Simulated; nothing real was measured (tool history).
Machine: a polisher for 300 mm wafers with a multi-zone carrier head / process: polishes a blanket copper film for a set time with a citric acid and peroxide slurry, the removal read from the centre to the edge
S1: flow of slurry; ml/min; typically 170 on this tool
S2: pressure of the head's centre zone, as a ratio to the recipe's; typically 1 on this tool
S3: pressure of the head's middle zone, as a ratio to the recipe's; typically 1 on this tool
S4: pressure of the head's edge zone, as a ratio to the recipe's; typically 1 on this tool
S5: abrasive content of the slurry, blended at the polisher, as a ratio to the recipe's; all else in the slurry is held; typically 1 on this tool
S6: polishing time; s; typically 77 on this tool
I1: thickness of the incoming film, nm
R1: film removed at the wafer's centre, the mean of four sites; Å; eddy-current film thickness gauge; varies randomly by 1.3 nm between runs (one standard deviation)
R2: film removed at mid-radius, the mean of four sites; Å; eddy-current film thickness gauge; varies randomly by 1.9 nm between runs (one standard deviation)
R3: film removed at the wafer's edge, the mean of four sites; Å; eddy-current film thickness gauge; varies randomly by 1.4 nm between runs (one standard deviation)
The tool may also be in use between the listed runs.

run,day,S1,S2,S3,S4,S5,S6,I1,R1,R2,R3
1,0,170,1,1,1,1,77,833,1960,2029,2024
# day 3.596: worn pad replaced by a new one
2,3.617,170,1,1,1,1,77,840.9,1964,2101,2011
3,5.088,170,1,1,1,1,77,832.9,1947,2060,2059
# day 6.967: slurry nozzle cleaned
4,8.021,170,1,1,1,1,77,849.4,1958,2059,2037
5,10.642,170,1,1,1,1,77,841.5,1951,2077,2046
# day 12.875: centre zone pressure recalibrated
6,13.388,170,1,1,1,1,77,827.7,1987,2023,2032
# day 13.971: worn pad replaced by a new one
# day 15.971: edge zone pressure recalibrated
7,17.425,170,1,1,1,1,77,841.7,2016,2069,2037
# day 19.842: carrier head's membrane replaced by a new one
# day 20.579: slurry nozzle cleaned
8,21.729,170,0.91,1,1,1,77,834.1,1824,2058,2025
9,23.883,170,0.91,1,1,1,77,844.5,1797,2062,2018
# day 25.483: worn pad replaced by a new one
10,26.121,215,1,1,1,1,77,832.2,2043,2088,2062
11,28.179,170,1,1.08,0.91,1,65,838.5,1676,1828,1617
12,32.588,170,0.94,1.04,1.08,1,77,831,1851,2068,2077
# day 34.042: slurry nozzle cleaned
13,35.367,215,1,1.04,0.94,1.2,77,832.9,2090,2239,2091
# day 37.079: worn pad replaced by a new one
14,39.408,170,1,1,1,1,77,852.8,1942,2063,2013
# day 40.112: edge zone pressure recalibrated
# day 40.138: centre zone pressure recalibrated
15,43.858,170,1,1,1,1,77,833.2,1979,2065,2034
# day 47.229: carrier head's membrane replaced by a new one
16,47.25,170,0.93,1,1,0.9,77,833.6,1823,2006,2004
# day 47.529: slurry nozzle cleaned
# day 48.7: worn pad replaced by a new one
17,49.596,170,1,1,1,1,77,825.1,1961,2047,2034
18,52.2,130,0.91,1,1,1,77,844.6,1733,1954,1990

3 options for the next run, each taken on its own from the tool as it stands now. Forecast them:
A,52.217,130,1,1,1,1,77,843.9,?,?,?
B,52.217,170,1,0.95,1,0.9,77,843.9,?,?,?
C,52.217,185,1,0.97,1,1,77,843.9,?,?,?

run,R1,R2,R3
A,1921,1995,1981
B,1954,1962,1989
C,2016,2046,2043
The same runs, with their run-to-run variation unchanged, on a tool lacking any hidden condition would have given:
run,R1,R2,R3
A,1942,1995,1981
B,1976,1962,1989
C,2038,2046,2043
